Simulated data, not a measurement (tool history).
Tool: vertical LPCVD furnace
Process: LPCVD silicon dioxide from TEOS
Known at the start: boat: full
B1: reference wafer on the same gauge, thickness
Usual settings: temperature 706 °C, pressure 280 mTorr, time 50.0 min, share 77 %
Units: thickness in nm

run 1 hour=0.0 | temperature=712 pressure=280 time=50.0 share=77 | B1=425.02 | thickness=534.67
run 2 hour=15.4 | temperature=712 pressure=280 time=50.0 share=77 | B1=425.03 | thickness=533.89
run 3 hour=22.3 | temperature=703 pressure=280 time=50.0 share=77 | B1=424.96 | thickness=434.61
run 4 hour=36.9 | temperature=703 pressure=280 time=50.0 share=77 | B1=424.94 | thickness=433.71
run 5 hour=53.9 | temperature=711 pressure=280 time=50.0 share=77 | B1=425.01 | thickness=521.92
run 6 hour=69.9 | temperature=706 pressure=280 time=50.0 share=77 | B1=424.93 | thickness=465.98
run 7 hour=107.2 | temperature=706 pressure=280 time=50.0 share=77 | B1=425.02 | thickness=466.86
run 8 hour=114.2 | temperature=706 pressure=280 time=41.5 share=77 | B1=425.02 | thickness=387.28
run 9 hour=128.5 | temperature=706 pressure=280 time=41.5 share=77 | B1=425.02 | thickness=387.11
-- hour=143.1 gauge calibrated
run 10 hour=143.6 | temperature=706 pressure=280 time=50.0 share=77 | B1=424.97 | thickness=467.54
run 11 hour=155.6 | temperature=706 pressure=280 time=54.5 share=77 | B1=425.06 | thickness=509.27
run 12 hour=172.9 | temperature=706 pressure=280 time=54.5 share=77 | B1=424.98 | thickness=508.72
run 13 hour=188.6 | temperature=706 pressure=280 time=54.5 share=77 | B1=425.05 | thickness=508.16
run 14 hour=194.6 | temperature=706 pressure=280 time=50.0 share=77 | B1=425.00 | thickness=466.33
run 15 hour=204.5 | temperature=706 pressure=280 time=50.0 share=77 | B1=424.96 | thickness=467.31
run 16 hour=210.7 | temperature=706 pressure=280 time=50.0 share=77 | B1=424.98 | thickness=467.74
run 17 hour=224.5 | temperature=697 pressure=320 time=65.5 share=67 | B1=424.93 | thickness=496.61
run 18 hour=233.6 | temperature=697 pressure=280 time=50.0 share=77 | B1=424.94 | thickness=379.57
run 19 hour=242.2 | temperature=695 pressure=280 time=43.5 share=83 | B1=424.96 | thickness=327.31
-- hour=280.9 TEOS flow controller replaced
run 20 hour=281.4 | temperature=712 pressure=280 time=50.0 share=77 | B1=424.96 | thickness=537.17
run 21 hour=285.5 | temperature=706 pressure=310 time=50.0 share=63 | B1=424.97 | thickness=445.82
run 22 hour=289.7 | temperature=703 pressure=280 time=50.0 share=77 | B1=425.01 | thickness=437.18
-- hour=318.9 pressure gauge zeroed
-- hour=319.0 thermocouples replaced and temperature profile calibrated
run 23 hour=319.4 | temperature=695 pressure=215 time=62.0 share=86 | B1=424.91 | thickness=385.21
run 24 hour=323.5 | temperature=701 pressure=280 time=58.5 share=77 | B1=424.95 | thickness=451.36
run 25 hour=327.6 | temperature=706 pressure=345 time=50.0 share=77 | B1=424.93 | thickness=481.04
run 26 hour=339.2 | temperature=703 pressure=280 time=50.0 share=77 | B1=424.98 | thickness=405.06
run 27 hour=353.0 | temperature=700 pressure=280 time=50.0 share=69 | B1=425.02 | thickness=357.08
run 28 hour=360.0 | temperature=713 pressure=280 time=50.0 share=67 | B1=425.03 | thickness=474.72
run 29 hour=370.4 | temperature=695 pressure=310 time=42.5 share=63 | B1=424.98 | thickness=271.27
-- hour=376.3 gauge calibrated
run 30 hour=378.7 | temperature=717 pressure=280 time=50.0 share=77 | B1=425.05 | thickness=557.34
run 31 hour=395.7 | temperature=706 pressure=280 time=56.5 share=77 | B1=425.01 | thickness=491.26
run 32 hour=428.9 | temperature=706 pressure=305 time=69.5 share=89 | B1=424.97 | thickness=676.99

Measured less the same run without the tool's hidden state. The same run-to-run variation is in both; the gauge's scatter may not be:
The hidden state here: true tube temperature minus thermocouple reading, K; true pressure minus gauge reading, mTorr; deviation of the TEOS flow from its setpoint, %; gauge reads high (%).
run=1 thickness=+39.37
run=2 thickness=+39.46
run=3 thickness=+32.76
run=4 thickness=+32.81
run=5 thickness=+39.02
run=6 thickness=+35.33
run=7 thickness=+35.72
run=8 thickness=+29.69
run=9 thickness=+29.77
run=10 thickness=+36.10
run=11 thickness=+39.43
run=12 thickness=+39.55
run=13 thickness=+39.67
run=14 thickness=+36.45
run=15 thickness=+36.61
run=16 thickness=+36.70
run=17 thickness=+39.80
run=18 thickness=+30.48
run=19 thickness=+26.44
run=20 thickness=+42.36
run=21 thickness=+35.61
run=22 thickness=+35.16
run=23 thickness=+2.60
run=24 thickness=+3.05
run=25 thickness=+3.25
run=26 thickness=+2.86
run=27 thickness=+2.63
run=28 thickness=+3.47
run=29 thickness=+2.12
run=30 thickness=+4.26
run=31 thickness=+4.01
run=32 thickness=+5.97
